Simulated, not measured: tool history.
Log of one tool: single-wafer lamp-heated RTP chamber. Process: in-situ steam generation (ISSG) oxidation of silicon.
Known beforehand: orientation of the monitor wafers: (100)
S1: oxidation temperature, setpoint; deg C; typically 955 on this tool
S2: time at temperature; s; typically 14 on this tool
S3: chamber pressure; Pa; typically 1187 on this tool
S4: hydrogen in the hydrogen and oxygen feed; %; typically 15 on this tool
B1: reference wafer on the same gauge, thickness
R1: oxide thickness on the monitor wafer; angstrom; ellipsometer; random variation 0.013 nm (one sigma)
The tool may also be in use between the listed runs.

run,hour,S1,S2,S3,S4,B1,R1
1,0,955,14,1187,15,2.91,35.31
2,14.2,955,14,1187,15,2.911,35.4
3,22.5,955,14,1187,15,2.909,35.36
4,33.1,955,14,1187,15,2.911,35.31
5,50.2,955,14,1187,15,2.911,35.6
# hour 64.3: gauge calibrated
6,65.4,955,14,1187,15,2.91,35.64
# hour 84.6: pyrometer window cleaned and pyrometer calibrated
7,85.1,955,14,1187,15,2.911,34.9
8,96.8,955,14,1187,15,2.91,34.83
9,107.6,955,14,1187,15,2.911,34.99
10,125.4,955,14,1187,15,2.909,34.72
11,134.1,955,14,1120,15,2.909,35.05
12,144.4,955,14,1120,15,2.911,34.97
# hour 156.2: hydrogen flow controller replaced
13,159.4,955,11,1187,25,2.91,35.58
14,166.1,955,14,1187,15,2.91,34.77
15,177.6,945,14,1293,15,2.912,33.62
16,184.3,955,14,1187,18,2.911,36.19
17,194,955,14,1187,15,2.913,34.94
18,202.4,938,10,1240,12,2.91,28
19,214.3,955,14,1187,23,2.912,38.73
# hour 232.9: pressure gauge zeroed
20,233.4,955,14,987,15,2.909,34.87
21,240,955,14,1187,15,2.91,34.91
22,252.7,970,14,1333,21,2.909,38.53
23,259.7,973,17,1187,24,2.908,44.64
24,271.5,955,14,1053,15,2.911,35.41
25,284.1,955,19,1360,20,2.908,41.3
26,295.5,955,14,1120,15,2.91,35.15
27,312.1,955,14,1253,15,2.91,34.85
28,321.2,964,14,1360,15,2.91,35.14
29,333.9,943,11,1187,15,2.908,30.84
30,346,963,14,1040,15,2.911,35.85

5 options for the next run, each taken on its own from the tool as it stands now. Forecast them:
A,346.4,955,14,1187,15,?,?
B,346.4,955,9,1347,15,?,?
C,346.4,955,17,1187,15,?,?
D,346.4,955,14,1080,15,?,?
E,346.4,955,17,1133,15,?,?

run,B1,R1
A,2.909,35.13
B,2.909,29.12
C,2.909,38.01
D,2.909,35.26
E,2.909,38.11
Stripped of hidden state, with their random variation kept, the same runs would have yielded:
run,R1
A,34.92
B,28.97
C,37.76
D,35.04
E,37.85
